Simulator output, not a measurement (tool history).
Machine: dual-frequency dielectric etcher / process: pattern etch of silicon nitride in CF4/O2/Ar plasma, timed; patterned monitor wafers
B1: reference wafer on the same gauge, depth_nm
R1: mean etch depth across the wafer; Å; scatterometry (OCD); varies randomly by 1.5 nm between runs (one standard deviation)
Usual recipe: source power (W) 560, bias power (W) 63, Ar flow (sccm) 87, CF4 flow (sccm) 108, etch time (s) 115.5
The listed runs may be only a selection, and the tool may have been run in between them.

Run 1, day 0.000: usual settings; B1 233.2. Result: R1 2874 Å.
Run 2, day 1.871: usual settings; B1 232.7. Result: R1 2872 Å.
At day 3.475: wet clean of the chamber.
Run 3, day 4.083: usual settings; B1 233.3. Result: R1 2778 Å.
At day 5.004: gauge calibrated.
Run 4, day 6.450: usual settings; B1 232.7. Result: R1 2814 Å.
Run 5, day 8.796: usual settings; B1 233.1. Result: R1 2840 Å.
Run 6, day 10.446: usual settings; B1 233.1. Result: R1 2863 Å.
Run 7, day 12.496: usual settings; B1 232.7. Result: R1 2866 Å.
At day 16.188: wet clean of the chamber.
Run 8, day 16.208: usual settings; B1 232.9. Result: R1 2816 Å.
Run 9, day 16.854: usual settings; B1 233.0. Result: R1 2827 Å.
Run 10, day 18.346: usual settings but source power (W) 650, bias power (W) 70; B1 233.2. Result: R1 3247 Å.
At day 20.067: CF4 flow controller replaced.
At day 20.088: bias power generator calibrated.
At day 20.904: upper electrode replaced.
Run 11, day 20.925: usual settings; B1 233.1. Result: R1 2875 Å.
At day 22.367: Ar flow controller replaced.
At day 22.421: gauge calibrated.
Run 12, day 22.654: usual settings but source power (W) 450, bias power (W) 70, Ar flow (sccm) 74; B1 233.0. Result: R1 2627 Å.
Run 13, day 25.604: usual settings but Ar flow (sccm) 68, CF4 flow (sccm) 135; B1 233.0. Result: R1 3034 Å.
Run 14, day 26.746: usual settings but source power (W) 440, Ar flow (sccm) 109, CF4 flow (sccm) 120, etch time (s) 104.0; B1 232.7. Result: R1 2226 Å.
At day 27.908: source power generator calibrated.
Run 15, day 28.717: usual settings but CF4 flow (sccm) 116, etch time (s) 133.5; B1 232.7. Result: R1 3395 Å.
Run 16, day 30.075: usual settings but Ar flow (sccm) 68, CF4 flow (sccm) 135; B1 233.0. Result: R1 3047 Å.
Run 17, day 31.833: usual settings but etch time (s) 124.5; B1 232.8. Result: R1 3226 Å.
At day 33.008: wet clean of the chamber.
Run 18, day 34.375: usual settings but source power (W) 670, bias power (W) 51, Ar flow (sccm) 77, etch time (s) 132.0; B1 232.9. Result: R1 3424 Å.
Run 19, day 36.404: usual settings but source power (W) 480, etch time (s) 96.5; B1 233.0. Result: R1 2132 Å.

Here are 3 independent what-if runs from the current tool condition. What would each one return?
Run A, day 36.421: usual settings; B1 ?. Result: R1 ?.
Run B, day 36.421: usual settings but CF4 flow (sccm) 128, etch time (s) 96.0; B1 ?. Result: R1 ?.
Run C, day 36.421: usual settings but source power (W) 500, Ar flow (sccm) 77; B1 ?. Result: R1 ?.

run     B1    R1
  A  232.7  2806
  B  232.7  2359
  C  232.7  2632
What these runs would have given with no unlogged condition in the tool:
run    R1
  A  2777
  B  2334
  C  2605

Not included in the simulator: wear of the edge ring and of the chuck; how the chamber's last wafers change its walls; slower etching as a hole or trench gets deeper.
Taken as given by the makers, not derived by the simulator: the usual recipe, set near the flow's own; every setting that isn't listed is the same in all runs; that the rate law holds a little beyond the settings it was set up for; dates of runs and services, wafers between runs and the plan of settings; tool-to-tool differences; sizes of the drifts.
